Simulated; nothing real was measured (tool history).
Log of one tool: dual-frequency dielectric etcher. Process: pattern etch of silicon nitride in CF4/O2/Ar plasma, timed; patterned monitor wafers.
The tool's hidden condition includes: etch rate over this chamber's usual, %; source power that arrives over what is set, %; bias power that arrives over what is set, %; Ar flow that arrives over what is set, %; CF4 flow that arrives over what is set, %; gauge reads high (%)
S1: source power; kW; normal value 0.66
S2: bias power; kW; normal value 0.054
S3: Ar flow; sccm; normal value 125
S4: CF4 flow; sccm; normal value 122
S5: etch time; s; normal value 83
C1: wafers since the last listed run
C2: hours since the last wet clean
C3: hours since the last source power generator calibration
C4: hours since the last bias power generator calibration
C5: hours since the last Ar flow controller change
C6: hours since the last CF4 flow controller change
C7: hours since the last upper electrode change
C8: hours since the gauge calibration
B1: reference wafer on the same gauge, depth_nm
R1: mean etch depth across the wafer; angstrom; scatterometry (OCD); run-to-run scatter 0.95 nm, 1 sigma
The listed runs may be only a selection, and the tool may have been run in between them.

run   hour    S1     S2   S3   S4    S5   C1     C2      C3      C4     C5      C6      C7      C8     B1    R1
  1      0  0.66  0.054  125  122    83    0    0.9  1725.1  2546.3  125.7  3261.2  4042.7   914.9  202.1  1925
      15.2  -- CF4 flow controller replaced
      18.2  -- bias power generator calibrated
  2   20.5  0.66  0.054  125  122    83  123   21.4  1745.6     2.3  146.2     5.3  4063.2   935.4    202  1931
  3   48.7  0.66  0.054  125  122    83  303   49.6  1773.8    30.5  174.4    33.5  4091.4   963.6  201.9  1939
  4   71.1  0.66  0.054  125  122    83  241     72  1796.2    52.9  196.8    55.9  4113.8     986  202.3  1926
  5   97.2  0.66  0.054  125  122    76  280   98.1  1822.3      79  222.9      82  4139.9  1012.1  202.1  1747
  6  121.7  0.66  0.054  125  122    83  263  122.6  1846.8   103.5  247.4   106.5  4164.4  1036.6  201.5  1931
       151  -- upper electrode replaced
     155.6  -- gauge calibrated
     160.7  -- wet clean of the chamber, repeated, since the last time left the tool worse
  7  161.2  0.66  0.054  125  122    83   63    0.5  1886.3     143  286.9     146    10.2     5.6  202.2  2044
  8  171.9  0.66  0.058   94  122    83  115   11.2    1897   153.7  297.6   156.7    20.9    16.3  202.2  2182
  9  184.4  0.66  0.054  125  122    83  134   23.7  1909.5   166.2  310.1   169.2    33.4    28.8  201.8  2061
 10  197.7  0.76  0.054  142  122    83  143     37  1922.8   179.5  323.4   182.5    46.7    42.1    202  2296
     203.1  -- source power generator calibrated
 11  221.7  0.54  0.054  125  143  97.5  215     61    18.6   203.5  347.4   206.5    70.7    66.1  202.3  2054
 12  237.3  0.66  0.066  125  122    83  167   76.6    34.2   219.1    363   222.1    86.3    81.7    202  2195
 13  258.1  0.66  0.054  125  122    83  223   97.4      55   239.9  383.8   242.9   107.1   102.5  202.1  2044
 14  292.5  0.66   0.06  125  122    83  370  131.8    89.4   274.3  418.2   277.3   141.5   136.9  202.3  2127
 15  321.3  0.74  0.054  125  122    83  309  160.6   118.2   303.1    447   306.1   170.3   165.7  202.2  2258
 16    343  0.75  0.044  112  122  94.5  233  182.3   139.9   324.8  468.7   327.8     192   187.4  202.1  2454
 17  359.2  0.54  0.054  146  122    83  174  198.5   156.1     341  484.9     344   208.2   203.6    202  1681
 18    375  0.66  0.058  125  102    83  170  214.3   171.9   356.8  500.7   359.8     224   219.4    202  2039
 19  404.1  0.66  0.045  125  122  92.5  313  243.4     201   385.9  529.8   388.9   253.1   248.5    202  2136
 20    437  0.66  0.065  125  122    83  354  276.3   233.9   418.8  562.7   421.8     286   281.4  202.1  2180
 21  463.4  0.66  0.044  125  107    83  284  302.7   260.3   445.2  589.1   448.2   312.4   307.8  201.8  1863

What if the next run were any one of these 4? Each begins from the tool's condition after run 21:
  A  463.8  0.66  0.054  125  122  83   4  303.1  260.7  445.6  589.5  448.6  312.8  308.2   ?   ?
  B  463.8  0.77  0.054  125  122  83   4  303.1  260.7  445.6  589.5  448.6  312.8  308.2   ?   ?
  C  463.8  0.66  0.054  150  122  64   4  303.1  260.7  445.6  589.5  448.6  312.8  308.2   ?   ?
  D  463.8  0.71  0.059  125  122  83   4  303.1  260.7  445.6  589.5  448.6  312.8  308.2   ?   ?

run     B1    R1
  A  201.9  2025
  B  201.9  2319
  C  201.9  1528
  D  201.9  2227
Take away the tool's hidden state, keep each run's random variation, and the runs would have read:
run    R1
  A  2057
  B  2355
  C  1553
  D  2262
